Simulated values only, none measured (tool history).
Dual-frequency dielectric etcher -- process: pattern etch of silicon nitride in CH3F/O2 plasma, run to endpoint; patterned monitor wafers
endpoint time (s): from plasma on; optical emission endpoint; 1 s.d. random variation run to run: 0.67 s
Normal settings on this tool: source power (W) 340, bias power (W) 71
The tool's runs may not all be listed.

| run | hour | source power (W) | bias power (W) | incoming incoming film thickness, nm | endpoint time (s) |
|---|---|---|---|---|---|
| 1 | 0 | 340 | 71 | 92.6 | 109.9 |
| 2 | 9 | 340 | 66 | 93.5 | 111.7 |
| 3 | 26.6 | 340 | 66 | 92.7 | 112.8 |
| 4 | 34.9 | 340 | 66 | 92.6 | 111.9 |
| 5 | 51 | 340 | 71 | 92.5 | 111.5 |
|  | 79.6 | upper electrode replaced |
|  | 102.9 | wet clean of the chamber |
|  | 106.9 | source power generator calibrated |
| 6 | 107.4 | 340 | 71 | 92.6 | 106 |
| 7 | 107.8 | 340 | 71 | 92.8 | 105 |
| 8 | 118.8 | 340 | 80 | 93.3 | 103.2 |
|  | 124.3 | bias power generator calibrated |
| 9 | 132.8 | 340 | 80 | 93.6 | 103.4 |
| 10 | 141.7 | 340 | 80 | 93.2 | 104.4 |
| 11 | 151.2 | 340 | 60 | 92.4 | 112.3 |
| 12 | 160.2 | 340 | 71 | 92.6 | 106.2 |
| 13 | 177.8 | 340 | 71 | 92.8 | 107.1 |
| 14 | 190.1 | 380 | 55 | 92 | 111.4 |
| 15 | 200.1 | 310 | 71 | 93.4 | 111.4 |
| 16 | 208.7 | 300 | 71 | 93.1 | 113.9 |
| 17 | 215.6 | 290 | 71 | 92.6 | 114 |
| 18 | 223.5 | 410 | 80 | 92.5 | 97.2 |
| 19 | 232.4 | 340 | 77 | 93.4 | 106.2 |
| 20 | 239.9 | 380 | 80 | 93 | 99.8 |
| 21 | 248.4 | 360 | 60 | 93.1 | 112.5 |
| 22 | 263.9 | 420 | 86 | 92.6 | 94.1 |

What if the next run were any one of these 3? Each begins from the tool's condition after run 22:
| A | 264.4 | 400 | 71 | 92.9 | ? |
| B | 264.4 | 270 | 86 | 92.9 | ? |
| C | 264.4 | 420 | 71 | 92.9 | ? |

| run | endpoint time (s) |
|---|---|
| A | 102.7 |
| B | 111.4 |
| C | 100.9 |
What these runs would have given with no unlogged condition in the tool:
| run | endpoint time (s) |
|---|---|
| A | 100.3 |
| B | 108.7 |
| C | 98.5 |
